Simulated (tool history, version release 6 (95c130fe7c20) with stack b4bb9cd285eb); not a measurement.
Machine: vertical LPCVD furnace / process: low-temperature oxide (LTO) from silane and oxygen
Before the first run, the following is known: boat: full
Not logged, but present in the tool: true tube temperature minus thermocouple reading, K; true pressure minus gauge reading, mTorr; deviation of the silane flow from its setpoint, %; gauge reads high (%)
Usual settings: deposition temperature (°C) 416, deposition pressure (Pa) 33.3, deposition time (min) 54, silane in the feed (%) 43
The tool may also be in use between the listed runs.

run,hour,deposition temperature (°C),deposition pressure (Pa),deposition time (min),silane in the feed (%),wafers since the last listed run,hours since the last temperature calibration,hours since the pressure gauge was zeroed,hours since the silane flow controller was replaced,hours since the gauge calibration,"read-back reference wafer on the same gauge, thickness",film thickness on the monitor wafer in the middle of the boat (angstrom)
1,0.0,416,33.3,61,43,0,5229.2,2789.9,3963.3,346.8,632.02,8813.5
2,56.8,416,33.3,61,43,601,5286.0,2846.7,4020.1,403.6,632.00,8862.8
3,68.3,423,33.3,54,43,121,5297.5,2858.2,4031.6,415.1,631.89,8372.0
4,78.0,416,33.3,54,43,102,5307.2,2867.9,4041.3,424.8,632.11,7836.1
5,85.9,416,33.3,54,43,83,5315.1,2875.8,4049.2,432.7,632.11,7836.9
6,95.1,416,33.3,54,43,97,5324.3,2885.0,4058.4,441.9,631.93,7842.6
# hour 123.3: gauge calibrated
7,145.1,416,33.3,54,43,529,5374.3,2935.0,4108.4,21.8,631.83,7839.9
8,153.4,416,33.3,54,43,87,5382.6,2943.3,4116.7,30.1,632.04,7839.1
# hour 180.6: silane flow controller replaced
# hour 187.6: thermocouples replaced and temperature profile calibrated
9,188.1,416,33.3,54,43,39,0.5,2978.0,7.5,64.8,631.95,7844.4
10,194.8,416,33.3,54,43,71,7.2,2984.7,14.2,71.5,631.86,7854.8
# hour 238.7: pressure gauge zeroed
11,239.2,416,33.3,54,43,216,51.6,0.5,58.6,115.9,631.91,7487.9
12,244.7,411,28.0,54,43,58,57.1,6.0,64.1,121.4,632.08,5977.5
13,250.2,416,33.3,54,43,58,62.6,11.5,69.6,126.9,632.03,7490.7
14,257.0,425,38.7,54,40,72,69.4,18.3,76.4,133.7,631.85,8802.3
15,272.8,410,40.0,54,43,167,85.2,34.1,92.2,149.5,631.93,8443.2
16,290.5,416,33.3,54,35,187,102.9,51.8,109.9,167.2,632.28,5895.8
17,301.6,416,33.3,54,43,117,114.0,62.9,121.0,178.3,632.14,7495.3
18,312.7,416,33.3,54,43,117,125.1,74.0,132.1,189.4,631.90,7503.7
19,327.3,416,33.3,54,43,154,139.7,88.6,146.7,204.0,632.06,7497.3
20,339.2,416,33.3,54,50,126,151.6,100.5,158.6,215.9,632.12,8596.6
21,350.5,416,33.3,54,38,119,162.9,111.8,169.9,227.2,631.94,6541.9

Run 22, settings as shown, results not yet in. Your forecast:
22,359.8,428,28.0,63,43,98,172.2,121.1,179.2,236.5,?,?

read-back reference wafer on the same gauge, thickness: 632.09
film thickness on the monitor wafer in the middle of the boat (angstrom): 8272.2
If the tool had no hidden condition, the same run with the same run-to-run variation would have returned film thickness on the monitor wafer in the middle of the boat (angstrom) 8268.0.
